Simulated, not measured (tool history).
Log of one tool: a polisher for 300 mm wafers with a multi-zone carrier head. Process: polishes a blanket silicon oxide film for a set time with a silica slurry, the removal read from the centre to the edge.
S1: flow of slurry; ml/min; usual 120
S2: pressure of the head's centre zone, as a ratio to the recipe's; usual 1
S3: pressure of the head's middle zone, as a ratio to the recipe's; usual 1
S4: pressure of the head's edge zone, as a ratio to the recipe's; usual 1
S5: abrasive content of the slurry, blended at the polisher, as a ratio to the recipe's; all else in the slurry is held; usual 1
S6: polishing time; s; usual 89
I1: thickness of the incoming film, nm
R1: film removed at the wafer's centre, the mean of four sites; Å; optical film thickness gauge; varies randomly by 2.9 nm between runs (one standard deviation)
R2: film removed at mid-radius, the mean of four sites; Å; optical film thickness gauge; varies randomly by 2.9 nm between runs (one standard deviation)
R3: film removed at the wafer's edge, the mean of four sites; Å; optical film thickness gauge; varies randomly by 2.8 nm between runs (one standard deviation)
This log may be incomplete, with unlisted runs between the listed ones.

Run 1, hour 0: usual settings; I1 1606.5. Result: R1 2874 Å, R2 2939 Å, R3 2867 Å.
At hour 37.4: worn pad replaced by a new one.
Run 2, hour 40.8: usual settings but S2 0.94; I1 1595.2. Result: R1 2693 Å, R2 2939 Å, R3 2912 Å.
Run 3, hour 178.6: usual settings but S3 1.09, S5 1.3, S6 70 s; I1 1616.3. Result: R1 2447 Å, R2 2723 Å, R3 2490 Å.
Run 4, hour 242.5: usual settings but S1 80 ml/min; I1 1603.6. Result: R1 2432 Å, R2 2618 Å, R3 2698 Å.
Run 5, hour 278.4: usual settings but S3 0.9; I1 1592.5. Result: R1 2805 Å, R2 2703 Å, R3 2885 Å.
Run 6, hour 308.6: usual settings but S6 74 s; I1 1590. Result: R1 2379 Å, R2 2427 Å, R3 2399 Å.
Run 7, hour 370.3: usual settings but S1 90 ml/min, S2 1.06; I1 1571.6. Result: R1 2721 Å, R2 2706 Å, R3 2711 Å.
At hour 397.2: carrier head's membrane replaced by a new one.
At hour 398.1: edge zone pressure recalibrated.
Run 8, hour 425: usual settings but S1 155 ml/min, S2 1.11, S3 1.07, S6 60 s; I1 1607.5. Result: R1 2267 Å, R2 2224 Å, R3 2022 Å.
Run 9, hour 450.7: usual settings; I1 1614.5. Result: R1 2828 Å, R2 2944 Å, R3 2910 Å.
At hour 480.2: worn pad replaced by a new one.
Run 10, hour 500.5: usual settings; I1 1615.7. Result: R1 2821 Å, R2 2902 Å, R3 2921 Å.
Run 11, hour 592.9: usual settings but S1 85 ml/min, S3 1.04, S5 0.9; I1 1633.3. Result: R1 2407 Å, R2 2610 Å, R3 2525 Å.
Run 12, hour 622.6: usual settings; I1 1595.8. Result: R1 2807 Å, R2 2962 Å, R3 2955 Å.
At hour 640.4: slurry nozzle cleaned.
Run 13, hour 805.5: usual settings; I1 1605.3. Result: R1 2881 Å, R2 2917 Å, R3 2920 Å.
Run 14, hour 855.8: usual settings but S4 1.06, S5 1.1, S6 104 s; I1 1589.6. Result: R1 3403 Å, R2 3522 Å, R3 3603 Å.
Run 15, hour 891.3: usual settings but S1 95 ml/min, S3 0.89, S4 1.1, S5 0.9; I1 1590.4. Result: R1 2516 Å, R2 2373 Å, R3 2799 Å.
Run 16, hour 919.9: usual settings but S5 1.25, S6 73 s; I1 1599.4. Result: R1 2505 Å, R2 2559 Å, R3 2568 Å.
At hour 924.1: worn pad replaced by a new one.
Run 17, hour 978.2: usual settings but S6 66 s; I1 1584.9. Result: R1 2068 Å, R2 2195 Å, R3 2174 Å.
Run 18, hour 1018.3: usual settings; I1 1596.6. Result: R1 2785 Å, R2 2892 Å, R3 2909 Å.
Run 19, hour 1078.2: usual settings but S5 0.8; I1 1623.5. Result: R1 2556 Å, R2 2687 Å, R3 2652 Å.
At hour 1117.4: centre zone pressure recalibrated.
Run 20, hour 1186.5: usual settings but S1 130 ml/min, S4 0.91; I1 1600.6. Result: R1 2989 Å, R2 2972 Å, R3 2813 Å.
Run 21, hour 1227.9: usual settings but S3 0.94, S4 1.07, S6 108 s; I1 1583.7. Result: R1 3539 Å, R2 3382 Å, R3 3616 Å.

Same runs, no hidden state in the tool, same run-to-run variation:
Unlogged tool condition in this case: removal rate lost through wear of the pad, %; slurry flow missing at the pad, %; deviation of the centre zone's pressure from its setpoint, %; deviation of the edge zone's pressure from its setpoint, %.
run    R1
  1  2918
  2  2738
  3  2497
  4  2487
  5  2871
  6  2437
  7  2793
  8  2330
  9  2909
 10  2907
 11  2487
 12  2902
 13  2996
 14  3544
 15  2623
 16  2614
 17  2162
 18  2914
 19  2680
 20  2990
 21  3545
R2: at most 1 Å away from the measurement, every run.
R3: unchanged from measured in all runs.

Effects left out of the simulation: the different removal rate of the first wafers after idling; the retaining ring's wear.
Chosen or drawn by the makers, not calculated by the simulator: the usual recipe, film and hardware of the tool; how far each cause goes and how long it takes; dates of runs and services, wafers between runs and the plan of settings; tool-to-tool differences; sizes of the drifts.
